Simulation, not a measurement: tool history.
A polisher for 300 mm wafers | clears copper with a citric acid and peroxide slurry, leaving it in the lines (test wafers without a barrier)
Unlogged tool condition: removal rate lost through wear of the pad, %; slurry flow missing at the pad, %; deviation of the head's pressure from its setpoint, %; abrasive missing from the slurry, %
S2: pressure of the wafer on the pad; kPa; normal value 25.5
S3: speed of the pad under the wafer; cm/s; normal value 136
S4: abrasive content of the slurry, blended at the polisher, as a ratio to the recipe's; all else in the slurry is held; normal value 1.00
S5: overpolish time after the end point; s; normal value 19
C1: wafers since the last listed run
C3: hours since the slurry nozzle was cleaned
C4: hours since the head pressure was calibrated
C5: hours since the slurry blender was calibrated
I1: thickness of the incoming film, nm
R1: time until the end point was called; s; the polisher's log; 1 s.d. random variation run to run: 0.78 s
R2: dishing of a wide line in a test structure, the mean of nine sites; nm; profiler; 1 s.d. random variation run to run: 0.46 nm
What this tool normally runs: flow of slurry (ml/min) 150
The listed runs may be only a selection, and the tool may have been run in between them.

run 1 hour=0.0 | flow_of_slurry_(ml/min)=150 S2=25.5 S3=136 S4=1.00 S5=19 | C1=0 wafers_polished_on_this_pad=1521 C3=639.8 C4=484.3 C5=15.2 | I1=342.0 | R1=93.9 R2=35.0
-- hour=28.0 head pressure recalibrated
run 2 hour=38.4 | flow_of_slurry_(ml/min)=150 S2=25.5 S3=136 S4=1.00 S5=19 | C1=205 wafers_polished_on_this_pad=1726 C3=678.2 C4=10.4 C5=53.6 | I1=342.9 | R1=93.1 R2=34.5
run 3 hour=104.8 | flow_of_slurry_(ml/min)=150 S2=25.5 S3=136 S4=1.00 S5=19 | C1=375 wafers_polished_on_this_pad=2101 C3=744.6 C4=76.8 C5=120.0 | I1=341.9 | R1=92.0 R2=34.4
-- hour=120.8 slurry nozzle cleaned
-- hour=135.0 worn pad replaced by a new one
run 4 hour=148.3 | flow_of_slurry_(ml/min)=125 S2=25.5 S3=136 S4=1.00 S5=19 | C1=217 wafers_polished_on_this_pad=75 C3=27.5 C4=120.3 C5=163.5 | I1=343.0 | R1=96.5 R2=33.4
run 5 hour=206.7 | flow_of_slurry_(ml/min)=125 S2=25.5 S3=136 S4=1.00 S5=19 | C1=329 wafers_polished_on_this_pad=405 C3=85.9 C4=178.7 C5=221.9 | I1=340.1 | R1=96.0 R2=33.8
run 6 hour=313.7 | flow_of_slurry_(ml/min)=150 S2=25.5 S3=136 S4=1.00 S5=19 | C1=604 wafers_polished_on_this_pad=1009 C3=192.9 C4=285.7 C5=328.9 | I1=339.0 | R1=92.2 R2=34.2
run 7 hour=356.6 | flow_of_slurry_(ml/min)=150 S2=25.5 S3=136 S4=1.00 S5=19 | C1=242 wafers_polished_on_this_pad=1252 C3=235.8 C4=328.6 C5=371.8 | I1=347.2 | R1=95.4 R2=33.9
run 8 hour=414.2 | flow_of_slurry_(ml/min)=150 S2=25.5 S3=136 S4=1.00 S5=19 | C1=325 wafers_polished_on_this_pad=1577 C3=293.4 C4=386.2 C5=429.4 | I1=344.5 | R1=94.5 R2=34.2
-- hour=434.0 slurry blender recalibrated
run 9 hour=442.3 | flow_of_slurry_(ml/min)=175 S2=25.5 S3=136 S4=1.00 S5=28 | C1=147 wafers_polished_on_this_pad=1724 C3=321.5 C4=414.3 C5=8.3 | I1=344.3 | R1=92.3 R2=41.9
-- hour=468.7 worn pad replaced by a new one
run 10 hour=477.7 | flow_of_slurry_(ml/min)=150 S2=25.5 S3=136 S4=1.00 S5=19 | C1=177 wafers_polished_on_this_pad=51 C3=356.9 C4=449.7 C5=43.7 | I1=337.3 | R1=92.2 R2=34.3
-- hour=561.0 head pressure recalibrated
run 11 hour=562.0 | flow_of_slurry_(ml/min)=150 S2=25.5 S3=136 S4=1.00 S5=27 | C1=464 wafers_polished_on_this_pad=516 C3=441.2 C4=1.0 C5=128.0 | I1=338.6 | R1=92.2 R2=40.3
run 12 hour=603.4 | flow_of_slurry_(ml/min)=110 S2=25.5 S3=164 S4=1.00 S5=19 | C1=233 wafers_polished_on_this_pad=749 C3=482.6 C4=42.4 C5=169.4 | I1=345.0 | R1=85.1 R2=36.9
run 13 hour=639.4 | flow_of_slurry_(ml/min)=150 S2=25.5 S3=136 S4=1.00 S5=28 | C1=203 wafers_polished_on_this_pad=953 C3=518.6 C4=78.4 C5=205.4 | I1=341.4 | R1=92.3 R2=41.4
run 14 hour=689.3 | flow_of_slurry_(ml/min)=150 S2=25.5 S3=136 S4=1.00 S5=19 | C1=281 wafers_polished_on_this_pad=1235 C3=568.5 C4=128.3 C5=255.3 | I1=336.9 | R1=91.2 R2=34.9
run 15 hour=743.3 | flow_of_slurry_(ml/min)=150 S2=25.5 S3=136 S4=1.00 S5=19 | C1=305 wafers_polished_on_this_pad=1540 C3=622.5 C4=182.3 C5=309.3 | I1=341.4 | R1=91.8 R2=34.6
run 16 hour=788.8 | flow_of_slurry_(ml/min)=150 S2=33.8 S3=88 S4=1.00 S5=19 | C1=257 wafers_polished_on_this_pad=1797 C3=668.0 C4=227.8 C5=354.8 | I1=332.4 | R1=99.5 R2=32.7
run 17 hour=821.0 | flow_of_slurry_(ml/min)=150 S2=25.5 S3=108 S4=1.25 S5=23 | C1=181 wafers_polished_on_this_pad=1979 C3=700.2 C4=260.0 C5=387.0 | I1=344.5 | R1=107.1 R2=34.3

Run 18, settings as shown, results not yet in. Your forecast:
-- hour=849.2 slurry blender recalibrated
-- hour=869.1 worn pad replaced by a new one
run 18 hour=871.8 | flow_of_slurry_(ml/min)=150 S2=25.5 S3=174 S4=0.90 S5=19 | C1=253 wafers_polished_on_this_pad=15 C3=751.0 C4=310.8 C5=22.6 | I1=345.6 | R1=? R2=?

{"run 18": {"R1": 76.9, "R2": 37.8}}
With the hidden condition absent and the run-to-run variation left alone, this run would have shown R1 76.9 s, R2 37.8 nm.
